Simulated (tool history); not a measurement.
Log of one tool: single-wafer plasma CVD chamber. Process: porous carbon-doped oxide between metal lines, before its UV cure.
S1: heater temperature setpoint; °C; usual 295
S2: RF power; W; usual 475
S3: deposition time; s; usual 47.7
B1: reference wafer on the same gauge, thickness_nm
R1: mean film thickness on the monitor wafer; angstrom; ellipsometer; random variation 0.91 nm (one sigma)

run	hour	S1	S2	S3	B1	R1
1	0.0	295	475	47.7	243.873	2690.02
2	66.2	295	475	47.7	243.404	2674.21
3	101.6	295	475	47.7	243.546	2666.52
4	139.3	295	475	47.7	243.086	2687.15
5	211.1	289	475	45.4	242.348	2647.12
6	243.8	289	475	45.4	242.023	2640.16
7	290.2	295	520	47.7	242.019	2913.31
8	340.2	295	475	47.7	241.493	2654.70
# hour 386.2: showerhead replaced
# hour 389.5: gauge calibrated
# hour 437.8: RF generator calibrated
9	486.5	295	510	40.3	245.215	2446.70
10	521.6	306	405	51.4	245.431	2273.91
11	575.8	288	440	47.7	244.819	2592.79
12	606.9	295	540	54.9	244.966	3504.40
# hour 644.0: thermocouple changed; heater temperature recalibrated
13	669.6	310	450	39.5	244.591	1929.73
14	694.6	289	475	45.4	244.343	2654.55
15	796.0	295	475	57.1	243.852	3206.00
16	828.0	287	535	51.2	243.319	3378.97

The tool's hidden state at each run:
wafer temperature above the value expected at the setpoint (K): 0 in every run
delivered RF power above the setpoint (%): 0 in every run
H1: gauge reads high (%)
run	H1
1	-0.446
2	-0.568
3	-0.648
4	-0.746
5	-0.965
6	-1.08
7	-1.26
8	-1.47
9	0.12
10	0.0859
11	0.0122
12	-0.0415
13	-0.175
14	-0.237
15	-0.545
16	-0.661
